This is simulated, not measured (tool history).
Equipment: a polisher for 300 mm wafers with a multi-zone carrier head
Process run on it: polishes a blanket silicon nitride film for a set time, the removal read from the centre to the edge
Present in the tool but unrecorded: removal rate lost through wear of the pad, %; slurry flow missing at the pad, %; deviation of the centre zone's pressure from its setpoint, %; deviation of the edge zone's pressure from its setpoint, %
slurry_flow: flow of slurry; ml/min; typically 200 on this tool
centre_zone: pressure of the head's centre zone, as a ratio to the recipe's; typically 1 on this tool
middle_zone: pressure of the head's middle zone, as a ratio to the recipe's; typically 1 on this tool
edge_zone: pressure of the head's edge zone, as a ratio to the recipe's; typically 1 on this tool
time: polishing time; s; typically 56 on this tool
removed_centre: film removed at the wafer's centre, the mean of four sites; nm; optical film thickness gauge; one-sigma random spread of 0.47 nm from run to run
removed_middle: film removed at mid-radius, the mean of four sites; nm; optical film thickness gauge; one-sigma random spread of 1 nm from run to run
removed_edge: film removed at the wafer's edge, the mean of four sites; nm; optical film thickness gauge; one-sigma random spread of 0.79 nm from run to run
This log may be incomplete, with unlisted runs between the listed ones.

run,hour,slurry_flow,centre_zone,middle_zone,edge_zone,time,wafers since the last listed run,wafers polished on this pad,hours since the slurry nozzle was cleaned,hours since the centre zone pressure was calibrated,hours since the edge zone pressure was calibrated,hours since the carrier head's membrane was replaced,"incoming thickness of the incoming film, nm",removed_centre,removed_middle,removed_edge
1,0,200,1,1,1,56,0,2856,257.3,19,841.2,730,654.8,61.2,65.4,64.1
# hour 5.5: worn pad replaced by a new one
2,84.3,180,1,1,1,56,1237,1214,341.6,103.3,925.5,814.3,665.8,63.2,65.3,63.7
# hour 103.8: carrier head's membrane replaced by a new one
3,104.3,200,1.12,1,0.89,71,231,1445,361.6,123.3,945.5,0.5,647,90.4,80.8,78.7
# hour 116.3: slurry nozzle cleaned
4,128.7,200,1,1.09,1,72,360,1806,12.4,147.7,969.9,24.9,650,81.1,90.7,82
5,155.8,250,1,1.12,0.96,56,417,2223,39.5,174.8,997,52,646.5,66,75.3,64.9
# hour 183.7: worn pad replaced by a new one
6,184.2,200,0.96,1.04,1.1,66,376,8,67.9,203.2,1025.4,80.4,648.9,75.9,84.5,82.9
7,202.4,200,1,1.07,1.05,56,280,288,86.1,221.4,1043.6,98.6,652.6,66.9,73.5,68
8,222.8,200,1,1,1,51,314,603,106.5,241.8,1064,119,651.9,60.1,60.3,59.9
# hour 258.6: edge zone pressure recalibrated
9,259.1,200,1,0.92,0.93,37,528,1131,142.8,278.1,0.5,155.3,657.7,43.2,41.5,41.3
10,268.7,250,1,1.12,0.96,56,147,1279,152.4,287.7,10.1,164.9,664,67.8,75.4,66
11,280.9,200,1,1.09,1,72,188,1467,164.6,299.9,22.3,177.1,662.4,84.4,91,83.8
12,311.4,200,1,1,1,56,470,1938,195.1,330.4,52.8,207.6,666.9,64.9,65.3,65.9
13,329.9,200,0.94,1,0.88,56,285,2223,213.6,348.9,71.3,226.1,657.4,61.3,65.1,60.9
14,351.9,200,0.89,1.04,1.1,47,339,2562,235.6,370.9,93.3,248.1,660.2,48.8,56.6,56.4
15,373,200,1,1,1,56,325,2887,256.7,392,114.4,269.2,661.5,65.8,65.5,65.5
# hour 398.7: worn pad replaced by a new one
16,401.1,230,1.05,1,1.1,64,371,37,284.8,420.1,142.5,297.3,649.6,84.7,78,81
17,432.1,160,1,1,1,73,477,515,315.8,451.1,173.5,328.3,657.4,84.5,84.9,84.7
# hour 445.6: centre zone pressure recalibrated
# hour 450.3: slurry nozzle cleaned
18,460.7,270,1,0.94,0.9,66,394,909,10.4,15.1,202.1,356.9,656.3,76.3,79.2,76.3
19,505.7,200,1,1,1,56,693,1603,55.4,60.1,247.1,401.9,667.3,62.7,65.1,65.1
20,541.5,145,1,1,1,63,551,2155,91.2,95.9,282.9,437.7,661,65.7,71.3,69.9
21,560.9,200,0.89,1.11,1,62,299,2454,110.6,115.3,302.3,457.1,648.1,61.6,79.9,73.6

Run-by-run hidden state of the tool:
slurry flow missing at the pad, %: 0 across all the runs
deviation of the edge zone's pressure from its setpoint, %: 0 across all the runs
H1: removal rate lost through wear of the pad, %
H2: deviation of the centre zone's pressure from its setpoint, %
run,H1,H2
1,5.66,-0.135
2,4.14,0.991
3,4.55,1.26
4,4.91,1.58
5,5.19,1.95
6,0.25,2.32
7,1.45,2.57
8,2.47,2.84
9,3.66,3.32
10,3.89,3.45
11,4.13,3.62
12,4.57,4.02
13,4.75,4.27
14,4.92,4.56
15,5.03,4.84
16,0.298,5.22
17,2.12,5.63
18,3.2,-0.64
19,4.2,-0.0394
20,4.63,0.438
21,4.79,0.697
